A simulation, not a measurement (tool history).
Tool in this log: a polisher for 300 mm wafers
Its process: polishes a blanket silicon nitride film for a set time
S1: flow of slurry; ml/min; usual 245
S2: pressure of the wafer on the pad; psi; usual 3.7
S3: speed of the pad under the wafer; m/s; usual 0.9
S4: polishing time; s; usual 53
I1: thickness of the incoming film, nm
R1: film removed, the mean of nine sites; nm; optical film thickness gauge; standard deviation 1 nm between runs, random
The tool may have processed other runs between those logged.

run      day   S1   S2    S3  S4     I1     R1
  1        0  245  3.7   0.9  53  876.6   92.7
       1.712  -- slurry nozzle cleaned
  2    2.967  275  3.7   0.9  53  907.3     91
       4.571  -- worn pad replaced by a new one, of another model than before
  3    5.462  275  3.7   0.9  53  894.7   92.5
  4    8.692  275  3.7   0.9  53  876.1   94.5
         9.9  -- head pressure recalibrated
  5     10.4  245  2.8   0.9  53  904.7   80.5
  6   22.133  245  2.8   0.9  53  899.9   79.4
  7   24.642  245  2.8   0.9  53    885   78.3
  8   26.262  245  3.7   0.9  53  886.2   92.1
  9   29.912  245  3.7   0.9  53  898.4   93.1
 10   33.446  245  3.7   0.9  53  891.2   92.6
       34.35  -- worn pad replaced by a new one
 11   35.421  310  3.7   0.9  53  885.5     94
      37.796  -- slurry nozzle cleaned
      41.412  -- head pressure recalibrated
 12   45.333  310  3.7   0.9  53  892.4   97.2
 13   49.088  175  4.3     1  53  883.2  107.6
 14   51.917  245  3.7  1.18  53    909  109.7
 15   55.717  190    5   0.8  53  884.4  109.3
 16   58.038  245  3.7   0.9  53    889   94.7
 17   62.458  210  3.7  0.72  53  901.8   83.9
      65.321  -- slurry nozzle cleaned
 18   66.112  245  3.7   0.9  53  908.9   93.6
      67.517  -- worn pad replaced by a new one
 19   68.667  200  4.9   1.2  47  890.1  110.9
 20   71.033  245  3.7   0.9  53  891.5   92.3
      74.292  -- head pressure recalibrated
 21   74.633  245  3.7   0.9  53  897.1   97.4
 22   76.438  245  3.7   0.9  53  887.8     95
 23   80.596  175  2.9   0.7  53  888.8   73.1
 24     82.9  300  4.1   0.7  53  889.1   93.9
 25   86.412  285  4.3  1.16  53  890.4  117.5
 26   89.225  245  3.7   0.6  62  882.6   92.4
 27   91.842  270  4.3   0.9  42  883.7   83.1
      95.075  -- worn pad replaced by a new one
 28   95.225  310  3.7   0.9  53    900   96.5
 29   98.025  245  3.7   0.9  58  881.1  100.8
      98.542  -- slurry nozzle cleaned
 30  102.133  245  2.6   0.9  39  884.2   55.8
     105.471  -- head pressure recalibrated
 31  106.117  245  3.7   0.9  53  892.7   95.9
 32  108.575  245  3.7   0.9  53    884   98.3
 33  111.992  245  3.7   0.9  53  903.3     96
 34  114.542  270  3.7  1.02  53  901.6  104.4
 35  116.292  245  3.7   0.9  53  892.5   95.5
 36  119.717  320  3.7   0.7  53  897.2     87

Some steps in R1 between neighbouring runs. How much of each would the tool show without its hidden state too (settings, what came in, random variation), and how much is left for the hidden state, with any gauge scatter that isn't in both results?
Hidden conditions of the tool in this case: removal rate lost through wear of the pad, %; slurry flow missing at the pad, %; deviation of the head's pressure from its setpoint, %.
Run 4 -> 5: S1 275 -> 245, S2 3.7 -> 2.8, head pressure recalibrated. R1 -14 nm: hidden state +5.1, all else -19.1.
Run 11 -> 12: slurry nozzle cleaned, head pressure recalibrated. R1 +3.2 nm: hidden state +4.5, all else -1.3.
Run 20 -> 21: head pressure recalibrated. R1 +5.1 nm: hidden state +4.8, all else +0.3.
Run 25 -> 26: S1 285 -> 245, S2 4.3 -> 3.7, S3 1.16 -> 0.6, S4 53 -> 62. R1 -25.1 nm: hidden state -0.1, all else -25.
Run 29 -> 30: S2 3.7 -> 2.6, S4 58 -> 39, slurry nozzle cleaned. R1 -45 nm: hidden state +1.1, all else -46.1.
Run 30 -> 31: S2 2.6 -> 3.7, S4 39 -> 53, head pressure recalibrated. R1 +40.1 nm: hidden state +2.4, all else +37.7.
